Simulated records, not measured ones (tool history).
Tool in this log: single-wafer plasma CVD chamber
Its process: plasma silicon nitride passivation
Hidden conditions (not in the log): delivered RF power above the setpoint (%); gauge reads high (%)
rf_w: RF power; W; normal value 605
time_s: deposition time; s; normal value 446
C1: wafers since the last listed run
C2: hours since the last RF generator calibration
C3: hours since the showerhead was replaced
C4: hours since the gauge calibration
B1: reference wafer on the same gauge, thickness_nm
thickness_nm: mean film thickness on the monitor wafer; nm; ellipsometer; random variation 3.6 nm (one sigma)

run 1 hour=0.0 | rf_w=605 time_s=446 | C1=0 C2=1839.1 C3=7223.4 C4=209.7 | B1=801.760 | thickness_nm=710.455
run 2 hour=8.2 | rf_w=605 time_s=446 | C1=30 C2=1847.3 C3=7231.6 C4=217.9 | B1=802.980 | thickness_nm=718.236
run 3 hour=21.6 | rf_w=605 time_s=387 | C1=50 C2=1860.7 C3=7245.0 C4=231.3 | B1=802.208 | thickness_nm=621.186
run 4 hour=39.5 | rf_w=605 time_s=387 | C1=66 C2=1878.6 C3=7262.9 C4=249.2 | B1=801.864 | thickness_nm=623.730
run 5 hour=50.2 | rf_w=605 time_s=492 | C1=39 C2=1889.3 C3=7273.6 C4=259.9 | B1=801.489 | thickness_nm=789.868
run 6 hour=64.1 | rf_w=605 time_s=492 | C1=51 C2=1903.2 C3=7287.5 C4=273.8 | B1=802.219 | thickness_nm=792.337
run 7 hour=75.1 | rf_w=605 time_s=446 | C1=41 C2=1914.2 C3=7298.5 C4=284.8 | B1=803.305 | thickness_nm=720.114
run 8 hour=84.2 | rf_w=555 time_s=446 | C1=34 C2=1923.3 C3=7307.6 C4=293.9 | B1=801.575 | thickness_nm=695.842
run 9 hour=101.1 | rf_w=555 time_s=446 | C1=63 C2=1940.2 C3=7324.5 C4=310.8 | B1=801.733 | thickness_nm=696.195
run 10 hour=113.6 | rf_w=605 time_s=446 | C1=46 C2=1952.7 C3=7337.0 C4=323.3 | B1=800.642 | thickness_nm=723.531
run 11 hour=122.0 | rf_w=605 time_s=446 | C1=31 C2=1961.1 C3=7345.4 C4=331.7 | B1=802.595 | thickness_nm=721.788
run 12 hour=131.3 | rf_w=605 time_s=446 | C1=34 C2=1970.4 C3=7354.7 C4=341.0 | B1=801.921 | thickness_nm=711.649
-- hour=139.9 gauge calibrated
run 13 hour=146.6 | rf_w=640 time_s=446 | C1=57 C2=1985.7 C3=7370.0 C4=6.7 | B1=802.583 | thickness_nm=743.141
-- hour=159.2 RF generator calibrated
run 14 hour=159.7 | rf_w=640 time_s=446 | C1=19 C2=0.5 C3=7383.1 C4=19.8 | B1=802.390 | thickness_nm=736.228
run 15 hour=167.1 | rf_w=640 time_s=446 | C1=27 C2=7.9 C3=7390.5 C4=27.2 | B1=801.771 | thickness_nm=737.496
run 16 hour=178.0 | rf_w=605 time_s=446 | C1=40 C2=18.8 C3=7401.4 C4=38.1 | B1=801.954 | thickness_nm=716.095
run 17 hour=191.8 | rf_w=605 time_s=446 | C1=51 C2=32.6 C3=7415.2 C4=51.9 | B1=802.609 | thickness_nm=716.828
run 18 hour=199.0 | rf_w=520 time_s=525 | C1=26 C2=39.8 C3=7422.4 C4=59.1 | B1=801.945 | thickness_nm=798.324
run 19 hour=216.8 | rf_w=535 time_s=479 | C1=66 C2=57.6 C3=7440.2 C4=76.9 | B1=803.152 | thickness_nm=732.031
-- hour=235.7 showerhead replaced
run 20 hour=247.2 | rf_w=695 time_s=371 | C1=83 C2=88.0 C3=11.5 C4=107.3 | B1=802.369 | thickness_nm=631.364
run 21 hour=255.6 | rf_w=605 time_s=471 | C1=31 C2=96.4 C3=19.9 C4=115.7 | B1=800.891 | thickness_nm=762.162
run 22 hour=271.3 | rf_w=545 time_s=523 | C1=58 C2=112.1 C3=35.6 C4=131.4 | B1=800.999 | thickness_nm=808.767
run 23 hour=285.8 | rf_w=650 time_s=378 | C1=54 C2=126.6 C3=50.1 C4=145.9 | B1=801.940 | thickness_nm=622.260
run 24 hour=299.5 | rf_w=640 time_s=446 | C1=51 C2=140.3 C3=63.8 C4=159.6 | B1=800.633 | thickness_nm=735.775
run 25 hour=309.6 | rf_w=670 time_s=529 | C1=37 C2=150.4 C3=73.9 C4=169.7 | B1=801.281 | thickness_nm=884.519
run 26 hour=316.1 | rf_w=500 time_s=504 | C1=24 C2=156.9 C3=80.4 C4=176.2 | B1=803.250 | thickness_nm=756.740
run 27 hour=324.3 | rf_w=605 time_s=446 | C1=30 C2=165.1 C3=88.6 C4=184.4 | B1=801.896 | thickness_nm=712.199
run 28 hour=332.1 | rf_w=605 time_s=372 | C1=29 C2=172.9 C3=96.4 C4=192.2 | B1=801.839 | thickness_nm=594.572

Estimate the outcome of run 29 from the log above:
run 29 hour=344.3 | rf_w=500 time_s=359 | C1=45 C2=185.1 C3=108.6 C4=204.4 | B1=? | thickness_nm=?

Run 29 gave B1 801.608, thickness_nm 537.671 nm.
Without the tool's hidden state the same run would have given thickness_nm 537.671 nm.
